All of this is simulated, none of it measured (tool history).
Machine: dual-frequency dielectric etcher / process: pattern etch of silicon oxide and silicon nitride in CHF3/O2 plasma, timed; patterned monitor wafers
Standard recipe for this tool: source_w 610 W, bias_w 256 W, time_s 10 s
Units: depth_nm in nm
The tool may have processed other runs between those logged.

run,hour,source_w,bias_w,time_s,wafers since the last listed run,hours since the last wet clean,hours since the last source power generator calibration,hours since the last bias power generator calibration,hours since the last upper electrode change,hours since the gauge calibration,"read-back reference wafer on the same gauge, depth_nm",depth_nm
1,0,670,303,10,0,371,1136,4527.2,3476.8,413.6,14.7,19.76
# hour 41.1: wet clean of the chamber
2,62.2,610,274,10,522,21.1,1198.2,4589.4,3539,475.8,14.7,17.72
3,97.7,610,274,10,485,56.6,1233.7,4624.9,3574.5,511.3,14.7,17.76
4,158.8,610,256,10,836,117.7,1294.8,4686,3635.6,572.4,14.72,17.3
5,192.5,610,256,10,461,151.4,1328.5,4719.7,3669.3,606.1,14.68,17.24
6,228.3,610,256,10,489,187.2,1364.3,4755.5,3705.1,641.9,14.72,17.42
7,277.8,610,256,10,677,236.7,1413.8,4805,3754.6,691.4,14.69,17.51
8,308.3,610,256,10,417,267.2,1444.3,4835.5,3785.1,721.9,14.7,17.65
9,346,610,256,10,515,304.9,1482,4873.2,3822.8,759.6,14.7,17.43
10,386.5,610,256,10,554,345.4,1522.5,4913.7,3863.3,800.1,14.69,17.64
11,422,610,256,10,485,380.9,1558,4949.2,3898.8,835.6,14.7,17.5
# hour 500: wet clean of the chamber
12,500.5,610,256,10,745,0.5,1636.5,5027.7,3977.3,914.1,14.69,18.11
# hour 514.4: source power generator calibrated
# hour 518.2: bias power generator calibrated
13,518.7,610,256,10,143,18.7,4.3,0.5,3995.5,932.3,14.7,18.3
14,565.4,690,228,7,639,65.4,51,47.2,4042.2,979,14.69,12.7
15,613.4,690,223,8,656,113.4,99,95.2,4090.2,1027,14.71,14.55
16,649.3,540,217,7.5,491,149.3,134.9,131.1,4126.1,1062.9,14.71,12.04
17,679.3,700,256,10,410,179.3,164.9,161.1,4156.1,1092.9,14.7,19.59
18,708.6,700,281,11.5,400,208.6,194.2,190.4,4185.4,1122.2,14.7,23.57
19,747.7,610,256,12,535,247.7,233.3,229.5,4224.5,1161.3,14.69,22.03
# hour 789: wet clean of the chamber, repeated, since the last time left the tool worse
20,789.5,490,256,12,243,0.5,275.1,271.3,4266.3,1203.1,14.71,18.81
21,849.3,660,297,10,818,60.3,334.9,331.1,4326.1,1262.9,14.69,19.05
# hour 872: gauge calibrated
# hour 904.1: upper electrode replaced
22,904.6,730,309,8,428,115.6,390.2,386.4,0.5,32.6,14.7,16.47
23,1008.2,610,256,10,1417,219.2,493.8,490,104.1,136.2,14.71,17.21

For run 24, what comes out?
24,1111.8,610,256,10,1417,322.8,597.4,593.6,207.7,239.8,?,?

{"run 24": {"read-back reference wafer on the same gauge, depth_nm": 14.7, "depth_nm": 17.5}}
Minus the tool's unlogged condition, the same run would have read depth_nm 17.13 nm.

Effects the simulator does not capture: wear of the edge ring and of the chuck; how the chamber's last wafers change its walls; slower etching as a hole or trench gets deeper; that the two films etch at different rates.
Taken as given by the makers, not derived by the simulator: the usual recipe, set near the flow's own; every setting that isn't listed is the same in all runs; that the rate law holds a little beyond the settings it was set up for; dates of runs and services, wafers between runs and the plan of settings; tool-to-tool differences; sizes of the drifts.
